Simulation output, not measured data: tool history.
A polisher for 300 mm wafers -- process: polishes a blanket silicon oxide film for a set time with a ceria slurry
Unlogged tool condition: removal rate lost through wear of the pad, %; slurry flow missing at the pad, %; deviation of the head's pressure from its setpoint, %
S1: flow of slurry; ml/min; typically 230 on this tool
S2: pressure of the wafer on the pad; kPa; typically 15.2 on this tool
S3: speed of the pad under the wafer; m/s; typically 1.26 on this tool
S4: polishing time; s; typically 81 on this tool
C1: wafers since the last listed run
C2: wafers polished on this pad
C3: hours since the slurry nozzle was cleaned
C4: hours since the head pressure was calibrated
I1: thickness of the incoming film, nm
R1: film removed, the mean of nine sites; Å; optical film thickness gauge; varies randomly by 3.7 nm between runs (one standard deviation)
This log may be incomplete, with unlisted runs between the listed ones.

run   hour   S1    S2    S3   S4   C1    C2     C3     C4      I1    R1
  1      0  255  15.2  1.26   81    0   258  313.4  579.8  1365.4  3012
  2    6.7  260  15.2  1.26   62   51   309  320.1  586.5  1368.2  2258
  3     17  260  15.2  1.26   62   78   388  330.4  596.8  1355.8  2281
  4   24.8  230  15.2  1.26   81   59   448  338.2  604.6  1364.4  2854
  5   38.7  230  15.2  0.96   81  106   554  352.1  618.5  1359.8  2183
  6   52.7  230  15.2  0.96   81  107   662  366.1  632.5  1356.5  2147
  7   69.2  230  15.2  1.16   81  126   788  382.6    649  1369.8  2552
  8   77.1  230  15.2  1.16   81   60   849  390.5  656.9  1344.5  2653
  9   90.2  230  18.6  1.26   81  100   949  403.6    670  1386.5  3410
 10  103.3  230  18.6  1.26   81  100  1050  416.7  683.1  1341.2  3359
 11  119.2  230  15.2  1.26   81  121  1172  432.6    699  1362.6  2776
     125.6  -- head pressure recalibrated
 12  130.7  230  13.1  1.26   81   72  1244  444.1    5.1  1357.1  2456
 13  139.8  305    20  1.26   57   69  1314  453.2   14.2  1336.7  2592
 14  147.6  205  11.7   0.9  100   59  1374    461     22  1339.3  1894
       154  -- worn pad replaced by a new one
     154.1  -- slurry nozzle cleaned
 15  182.2  230  15.2  1.26   81  233   215   28.1   56.6  1364.7  2836
 16  195.6  305  15.2  1.26  105  102   318   41.5     70  1357.2  3748

For run 17, what comes out?
 17  203.9  230  15.2  0.96  81  63  381  49.8  78.3  1367.3   ?

R1: 2170 Å
Minus the tool's unlogged condition, the same run would have read R1 2411 Å.

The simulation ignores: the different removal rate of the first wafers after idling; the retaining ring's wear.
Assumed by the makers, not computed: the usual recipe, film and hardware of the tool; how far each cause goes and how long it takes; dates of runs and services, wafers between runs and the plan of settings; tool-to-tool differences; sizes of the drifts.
